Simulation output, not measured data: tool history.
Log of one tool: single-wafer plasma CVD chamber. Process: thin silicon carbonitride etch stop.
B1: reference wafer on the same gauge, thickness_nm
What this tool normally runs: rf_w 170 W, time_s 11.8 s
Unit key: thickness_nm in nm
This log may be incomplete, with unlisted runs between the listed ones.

{"run": 1, "hour": 0.0, "rf_w": 170, "time_s": 10.9, "B1": 5.695, "thickness_nm": 5.778}
{"run": 2, "hour": 53.1, "rf_w": 170, "time_s": 10.9, "B1": 5.688, "thickness_nm": 5.749}
{"run": 3, "hour": 144.4, "rf_w": 155, "time_s": 11.8, "B1": 5.69, "thickness_nm": 6.04}
{"run": 4, "hour": 249.4, "rf_w": 155, "time_s": 11.8, "B1": 5.692, "thickness_nm": 6.025}
{"run": 5, "hour": 319.2, "rf_w": 170, "time_s": 11.8, "B1": 5.689, "thickness_nm": 6.232}
{"run": 6, "hour": 367.8, "rf_w": 170, "time_s": 11.8, "B1": 5.687, "thickness_nm": 6.237}
{"run": 7, "hour": 465.2, "rf_w": 170, "time_s": 11.8, "B1": 5.692, "thickness_nm": 6.233}
{"run": 8, "hour": 529.4, "rf_w": 170, "time_s": 11.8, "B1": 5.691, "thickness_nm": 6.235}
{"run": 9, "hour": 577.9, "rf_w": 170, "time_s": 11.8, "B1": 5.69, "thickness_nm": 6.238}
{"run": 10, "hour": 678.7, "rf_w": 170, "time_s": 11.8, "B1": 5.692, "thickness_nm": 6.215}
{"hour": 698.3, "done": "RF generator calibrated"}
{"run": 11, "hour": 913.1, "rf_w": 170, "time_s": 11.8, "B1": 5.691, "thickness_nm": 6.318}
{"run": 12, "hour": 995.2, "rf_w": 170, "time_s": 11.8, "B1": 5.687, "thickness_nm": 6.309}
{"run": 13, "hour": 1051.0, "rf_w": 170, "time_s": 11.8, "B1": 5.692, "thickness_nm": 6.303}
{"hour": 1051.6, "done": "gauge calibrated"}
{"run": 14, "hour": 1151.6, "rf_w": 190, "time_s": 10.7, "B1": 5.689, "thickness_nm": 5.941}
{"run": 15, "hour": 1195.7, "rf_w": 185, "time_s": 13, "B1": 5.689, "thickness_nm": 7.138}
{"hour": 1240.9, "done": "thermocouple changed; heater temperature recalibrated"}
{"run": 16, "hour": 1291.6, "rf_w": 170, "time_s": 12.6, "B1": 5.691, "thickness_nm": 6.697}
{"run": 17, "hour": 1353.8, "rf_w": 170, "time_s": 13, "B1": 5.689, "thickness_nm": 6.905}
{"run": 18, "hour": 1443.9, "rf_w": 170, "time_s": 12.4, "B1": 5.695, "thickness_nm": 6.575}
{"run": 19, "hour": 1544.8, "rf_w": 170, "time_s": 10.2, "B1": 5.685, "thickness_nm": 5.41}
{"run": 20, "hour": 1593.2, "rf_w": 170, "time_s": 11.8, "B1": 5.692, "thickness_nm": 6.251}
{"run": 21, "hour": 1690.9, "rf_w": 170, "time_s": 11.8, "B1": 5.691, "thickness_nm": 6.257}
{"run": 22, "hour": 1768.7, "rf_w": 145, "time_s": 11.8, "B1": 5.694, "thickness_nm": 5.88}
{"run": 23, "hour": 1832.9, "rf_w": 155, "time_s": 13.9, "B1": 5.689, "thickness_nm": 7.123}
{"hour": 1851.8, "done": "RF generator calibrated"}
{"hour": 1856.4, "done": "showerhead replaced"}
{"run": 24, "hour": 1921.1, "rf_w": 170, "time_s": 11.8, "B1": 5.687, "thickness_nm": 6.335}
{"run": 25, "hour": 2006.2, "rf_w": 190, "time_s": 10.8, "B1": 5.692, "thickness_nm": 6.032}
{"run": 26, "hour": 2262.3, "rf_w": 190, "time_s": 10.7, "B1": 5.688, "thickness_nm": 5.922}
{"run": 27, "hour": 2369.7, "rf_w": 155, "time_s": 9.9, "B1": 5.69, "thickness_nm": 5.086}
{"run": 28, "hour": 2470.8, "rf_w": 140, "time_s": 11.8, "B1": 5.69, "thickness_nm": 5.816}
{"run": 29, "hour": 2569.2, "rf_w": 160, "time_s": 13.7, "B1": 5.687, "thickness_nm": 7.092}
{"run": 30, "hour": 2622.3, "rf_w": 185, "time_s": 9.9, "B1": 5.688, "thickness_nm": 5.399}
{"run": 31, "hour": 2726.7, "rf_w": 195, "time_s": 13.2, "B1": 5.692, "thickness_nm": 7.335}
{"run": 32, "hour": 2812.8, "rf_w": 170, "time_s": 11.8, "B1": 5.692, "thickness_nm": 6.239}
{"hour": 2879.6, "done": "RF generator calibrated"}
{"run": 33, "hour": 2919.8, "rf_w": 195, "time_s": 10.2, "B1": 5.689, "thickness_nm": 5.775}
{"hour": 2974.9, "done": "gauge calibrated"}
{"run": 34, "hour": 3019.2, "rf_w": 180, "time_s": 10.4, "B1": 5.692, "thickness_nm": 5.701}
{"run": 35, "hour": 3104.3, "rf_w": 195, "time_s": 12.7, "B1": 5.688, "thickness_nm": 7.132}
{"run": 36, "hour": 3175.5, "rf_w": 145, "time_s": 11.8, "B1": 5.689, "thickness_nm": 5.947}

Below are 3 alternative next runs, each starting from the tool's condition after run 36. Predict each:
{"run": "A", "hour": 3175.9, "rf_w": 170, "time_s": 11.8, "B1": "?", "thickness_nm": "?"}
{"run": "B", "hour": 3175.9, "rf_w": 180, "time_s": 9.8, "B1": "?", "thickness_nm": "?"}
{"run": "C", "hour": 3175.9, "rf_w": 180, "time_s": 12.6, "B1": "?", "thickness_nm": "?"}

run=A B1=5.692 thickness_nm=6.303
run=B B1=5.692 thickness_nm=5.343
run=C B1=5.692 thickness_nm=6.87
Had the tool no hidden state, the same runs would have come out as:
run=A thickness_nm=6.375
run=B thickness_nm=5.404
run=C thickness_nm=6.949
